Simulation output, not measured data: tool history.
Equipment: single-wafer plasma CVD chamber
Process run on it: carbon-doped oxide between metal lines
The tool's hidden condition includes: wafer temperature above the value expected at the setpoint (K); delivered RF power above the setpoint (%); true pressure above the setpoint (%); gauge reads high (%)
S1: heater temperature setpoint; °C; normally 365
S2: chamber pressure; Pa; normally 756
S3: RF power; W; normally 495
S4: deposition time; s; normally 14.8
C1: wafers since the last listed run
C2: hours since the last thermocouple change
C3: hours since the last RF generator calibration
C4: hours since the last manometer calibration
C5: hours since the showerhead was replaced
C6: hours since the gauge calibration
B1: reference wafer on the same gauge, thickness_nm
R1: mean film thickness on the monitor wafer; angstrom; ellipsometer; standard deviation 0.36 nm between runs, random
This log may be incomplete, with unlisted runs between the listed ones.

run 1 hour=0 | S1=365 S2=613 S3=565 S4=14.8 | C1=0 C2=1792.3 C3=1131.9 C4=831 C5=5960.9 C6=1203.8 | B1=71.647 | R1=794.57
run 2 hour=85.7 | S1=365 S2=613 S3=565 S4=14.8 | C1=1187 C2=1878 C3=1217.6 C4=916.7 C5=6046.6 C6=1289.5 | B1=71.7 | R1=793.97
run 3 hour=182.4 | S1=365 S2=613 S3=565 S4=14.8 | C1=1339 C2=1974.7 C3=1314.3 C4=1013.4 C5=6143.3 C6=1386.2 | B1=71.765 | R1=790.85
run 4 hour=243.1 | S1=365 S2=861 S3=495 S4=14.8 | C1=840 C2=2035.4 C3=1375 C4=1074.1 C5=6204 C6=1446.9 | B1=71.793 | R1=745.47
run 5 hour=337.9 | S1=365 S2=861 S3=495 S4=14.8 | C1=1313 C2=2130.2 C3=1469.8 C4=1168.9 C5=6298.8 C6=1541.7 | B1=71.752 | R1=741.24
run 6 hour=442.6 | S1=365 S2=861 S3=495 S4=14.8 | C1=1450 C2=2234.9 C3=1574.5 C4=1273.6 C5=6403.5 C6=1646.4 | B1=71.857 | R1=741.85
run 7 hour=521.1 | S1=365 S2=756 S3=495 S4=14.8 | C1=1087 C2=2313.4 C3=1653 C4=1352.1 C5=6482 C6=1724.9 | B1=71.749 | R1=730.68
run 8 hour=607.7 | S1=365 S2=756 S3=495 S4=14.8 | C1=1199 C2=2400 C3=1739.6 C4=1438.7 C5=6568.6 C6=1811.5 | B1=71.686 | R1=728.04
run 9 hour=666.6 | S1=365 S2=756 S3=495 S4=14.8 | C1=815 C2=2458.9 C3=1798.5 C4=1497.6 C5=6627.5 C6=1870.4 | B1=71.894 | R1=724.3
-- hour=683.2 showerhead replaced, of another model than before
run 10 hour=702.8 | S1=365 S2=756 S3=495 S4=14.8 | C1=390 C2=2495.1 C3=1834.7 C4=1533.8 C5=19.6 C6=1906.6 | B1=71.809 | R1=717.95
-- hour=732.8 thermocouple changed; heater temperature recalibrated
-- hour=793.2 RF generator calibrated
run 11 hour=793.7 | S1=365 S2=756 S3=495 S4=14.8 | C1=1037 C2=60.9 C3=0.5 C4=1624.7 C5=110.5 C6=1997.5 | B1=71.789 | R1=743.52
run 12 hour=826.5 | S1=365 S2=756 S3=495 S4=14.8 | C1=454 C2=93.7 C3=33.3 C4=1657.5 C5=143.3 C6=2030.3 | B1=71.691 | R1=742.02
run 13 hour=1090 | S1=369 S2=653 S3=545 S4=12.6 | C1=3650 C2=357.2 C3=296.8 C4=1921 C5=406.8 C6=2293.8 | B1=71.851 | R1=675.01
run 14 hour=1139.2 | S1=354 S2=664 S3=400 S4=15.8 | C1=681 C2=406.4 C3=346 C4=1970.2 C5=456 C6=2343 | B1=71.789 | R1=626.34
run 15 hour=1242.4 | S1=365 S2=756 S3=495 S4=14.8 | C1=1429 C2=509.6 C3=449.2 C4=2073.4 C5=559.2 C6=2446.2 | B1=71.817 | R1=739.11

Estimate the outcome of run 16 from the log above:
run 16 hour=1314 | S1=365 S2=857 S3=495 S4=12.4 | C1=991 C2=581.2 C3=520.8 C4=2145 C5=630.8 C6=2517.8 | B1=? | R1=?

For run 16 the tool returned B1 71.781, R1 624.38 angstrom.
Take away the tool's hidden state, keep the run-to-run variation as it was, and the same run would have given R1 630.28 angstrom.
